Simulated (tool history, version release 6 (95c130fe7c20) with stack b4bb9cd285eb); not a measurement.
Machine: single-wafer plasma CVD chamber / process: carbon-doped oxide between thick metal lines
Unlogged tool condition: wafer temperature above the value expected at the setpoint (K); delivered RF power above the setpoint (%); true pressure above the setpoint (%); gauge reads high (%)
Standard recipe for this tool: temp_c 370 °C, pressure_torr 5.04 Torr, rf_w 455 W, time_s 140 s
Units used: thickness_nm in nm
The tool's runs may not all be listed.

run	day	temp_c	pressure_torr	rf_w	time_s	wafers since the last listed run	hours since the last thermocouple change	hours since the last RF generator calibration	hours since the last manometer calibration	hours since the showerhead was replaced	hours since the gauge calibration	read-back reference wafer on the same gauge, thickness_nm	thickness_nm
1	0	370	5.04	455	140	0	1723.3	1354.3	785.5	2386.4	274	649.513	616.83
2	1.188	370	5.04	455	140	299	1751.8	1382.8	814	2414.9	302.5	649.192	620.447
3	2.138	370	5.04	455	140	239	1774.6	1405.6	836.8	2437.7	325.3	648.646	614.635
4	3.067	370	5.04	455	140	234	1796.9	1427.9	859.1	2460	347.6	648.105	617.912
5	3.888	370	5.04	455	140	206	1816.6	1447.6	878.8	2479.7	367.3	649.121	617.299
6	4.833	370	5.04	455	140	238	1839.3	1470.3	901.5	2502.4	390	648.422	618.87
7	6.325	370	5.04	455	140	375	1875.1	1506.1	937.3	2538.2	425.8	648.268	617.436
# day 7.425: capacitance manometer re-zeroed and calibrated
8	7.446	370	5.04	495	118	198	1902	1533	0.5	2565.1	452.7	647.881	563.253
9	7.638	370	5.04	495	118	48	1906.6	1537.6	5.1	2569.7	457.3	648.731	558.024
10	8.629	370	4.76	455	140	249	1930.4	1561.4	28.9	2593.5	481.1	648.51	612.578
# day 9.492: thermocouple changed; heater temperature recalibrated
11	9.821	370	5.04	455	140	216	7.9	1590	57.5	2622.1	509.7	648.982	619.447
12	10.975	370	5.04	455	140	290	35.6	1617.7	85.2	2649.8	537.4	648.888	621.071
13	11.8	360	5.62	395	140	207	55.4	1637.5	105	2669.6	557.2	649.051	552.774
# day 12.242: gauge calibrated
14	12.767	370	5.04	455	140	243	78.6	1660.7	128.2	2692.8	12.6	649.411	616.64
15	13.625	370	3.99	455	140	216	99.2	1681.3	148.8	2713.4	33.2	649.236	599.705
16	14.188	381	4.28	500	154	141	112.7	1694.8	162.3	2726.9	46.7	649.512	712.369
# day 14.85: showerhead replaced
17	14.962	355	5.04	455	163	111	131.3	1713.4	180.9	2.7	65.3	648.942	738.179
# day 15.321: RF generator calibrated
18	15.562	379	6.27	545	140	67	145.7	5.8	195.3	17.1	79.7	648.596	726.493
19	16.075	360	5.37	455	114	129	158	18.1	207.6	29.4	92	648.665	518.658
20	17.104	370	5.04	455	153	259	182.7	42.8	232.3	54.1	116.7	648.578	676.999
21	18.233	381	5.04	370	140	284	209.8	69.9	259.4	81.2	143.8	648.791	485.627
22	19.571	370	5.04	455	140	336	241.9	102	291.5	113.3	175.9	649.496	618.618
23	20.308	378	5.04	455	140	185	259.6	119.7	309.2	131	193.6	649.818	608.381
24	21.05	370	5.04	455	130	186	277.4	137.5	327	148.8	211.4	649.226	574.884

Alternative continuations, all from the tool just after run 24; predict every row:
A	21.067	370	5.04	455	131	4	277.8	137.9	327.4	149.2	211.8	?	?
B	21.067	380	5.04	480	140	4	277.8	137.9	327.4	149.2	211.8	?	?
C	21.067	370	5.9	385	140	4	277.8	137.9	327.4	149.2	211.8	?	?

run	read-back reference wafer on the same gauge, thickness_nm	thickness_nm
A	648.024	579.57
B	648.024	636.962
C	648.024	529.995
Without the tool's unlogged condition, the same runs would have read:
run	thickness_nm
A	579.57
B	636.962
C	529.995
